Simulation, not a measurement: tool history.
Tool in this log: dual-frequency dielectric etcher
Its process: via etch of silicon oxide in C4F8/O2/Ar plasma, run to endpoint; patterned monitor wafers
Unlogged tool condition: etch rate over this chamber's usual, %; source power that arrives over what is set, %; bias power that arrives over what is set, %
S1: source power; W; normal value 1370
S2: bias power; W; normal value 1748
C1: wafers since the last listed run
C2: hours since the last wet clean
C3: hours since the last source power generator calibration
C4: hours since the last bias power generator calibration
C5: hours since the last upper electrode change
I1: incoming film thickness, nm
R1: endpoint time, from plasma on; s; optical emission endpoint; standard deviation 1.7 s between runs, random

run 1 hour=0.0 | S1=1370 S2=1748 | C1=0 C2=361.1 C3=1581.6 C4=3072.9 C5=1725.8 | I1=1142.7 | R1=250.8
run 2 hour=104.7 | S1=1370 S2=1748 | C1=698 C2=465.8 C3=1686.3 C4=3177.6 C5=1830.5 | I1=1137.4 | R1=247.3
-- hour=138.2 wet clean of the chamber
run 3 hour=232.5 | S1=1460 S2=1748 | C1=692 C2=94.3 C3=1814.1 C4=3305.4 C5=1958.3 | I1=1121.7 | R1=243.0
run 4 hour=313.9 | S1=1460 S2=1748 | C1=542 C2=175.7 C3=1895.5 C4=3386.8 C5=2039.7 | I1=1121.4 | R1=240.9
run 5 hour=598.5 | S1=1370 S2=1748 | C1=1897 C2=460.3 C3=2180.1 C4=3671.4 C5=2324.3 | I1=1132.8 | R1=246.2
-- hour=669.0 wet clean of the chamber
run 6 hour=676.2 | S1=1370 S2=1748 | C1=358 C2=7.2 C3=2257.8 C4=3749.1 C5=2402.0 | I1=1131.8 | R1=247.0
-- hour=711.7 source power generator calibrated
run 7 hour=726.1 | S1=1100 S2=1409 | C1=306 C2=57.1 C3=14.4 C4=3799.0 C5=2451.9 | I1=1135.9 | R1=289.0
run 8 hour=793.1 | S1=1210 S2=2028 | C1=446 C2=124.1 C3=81.4 C4=3866.0 C5=2518.9 | I1=1126.8 | R1=238.9
-- hour=807.7 bias power generator calibrated
run 9 hour=868.7 | S1=1520 S2=1475 | C1=477 C2=199.7 C3=157.0 C4=61.0 C5=2594.5 | I1=1126.9 | R1=262.2
-- hour=936.7 upper electrode replaced
run 10 hour=937.2 | S1=1090 S2=1450 | C1=296 C2=268.2 C3=225.5 C4=129.5 C5=0.5 | I1=1133.0 | R1=288.0
run 11 hour=1038.5 | S1=1510 S2=1550 | C1=675 C2=369.5 C3=326.8 C4=230.8 C5=101.8 | I1=1136.0 | R1=259.4
run 12 hour=1122.1 | S1=1370 S2=1748 | C1=557 C2=453.1 C3=410.4 C4=314.4 C5=185.4 | I1=1133.0 | R1=247.1
run 13 hour=1222.9 | S1=1500 S2=1922 | C1=672 C2=553.9 C3=511.2 C4=415.2 C5=286.2 | I1=1142.0 | R1=237.3
run 14 hour=1262.7 | S1=1280 S2=1748 | C1=265 C2=593.7 C3=551.0 C4=455.0 C5=326.0 | I1=1136.1 | R1=255.2
-- hour=1295.1 wet clean of the chamber
run 15 hour=1340.7 | S1=1370 S2=1748 | C1=360 C2=45.6 C3=629.0 C4=533.0 C5=404.0 | I1=1133.6 | R1=248.5
run 16 hour=1530.4 | S1=1670 S2=1505 | C1=1265 C2=235.3 C3=818.7 C4=722.7 C5=593.7 | I1=1140.2 | R1=255.9
run 17 hour=1610.3 | S1=1470 S2=1516 | C1=532 C2=315.2 C3=898.6 C4=802.6 C5=673.6 | I1=1137.7 | R1=261.3

Each row is a separate what-if for the run after 17, all from the same tool condition, not one after another. Results?
run A hour=1610.8 | S1=1370 S2=1638 | C1=3 C2=315.7 C3=899.1 C4=803.1 C5=674.1 | I1=1143.0 | R1=?
run B hour=1610.8 | S1=1680 S2=1748 | C1=3 C2=315.7 C3=899.1 C4=803.1 C5=674.1 | I1=1143.0 | R1=?
run C hour=1610.8 | S1=1130 S2=1748 | C1=3 C2=315.7 C3=899.1 C4=803.1 C5=674.1 | I1=1143.0 | R1=?
run D hour=1610.8 | S1=1130 S2=1483 | C1=3 C2=315.7 C3=899.1 C4=803.1 C5=674.1 | I1=1143.0 | R1=?
run E hour=1610.8 | S1=1110 S2=1542 | C1=3 C2=315.7 C3=899.1 C4=803.1 C5=674.1 | I1=1143.0 | R1=?

run=A R1=258.1
run=B R1=237.8
run=C R1=262.2
run=D R1=283.4
run=E R1=279.2
The same runs, with their run-to-run variation unchanged, on a tool lacking any hidden condition would have given:
run=A R1=258.1
run=B R1=237.8
run=C R1=262.2
run=D R1=283.4
run=E R1=279.2
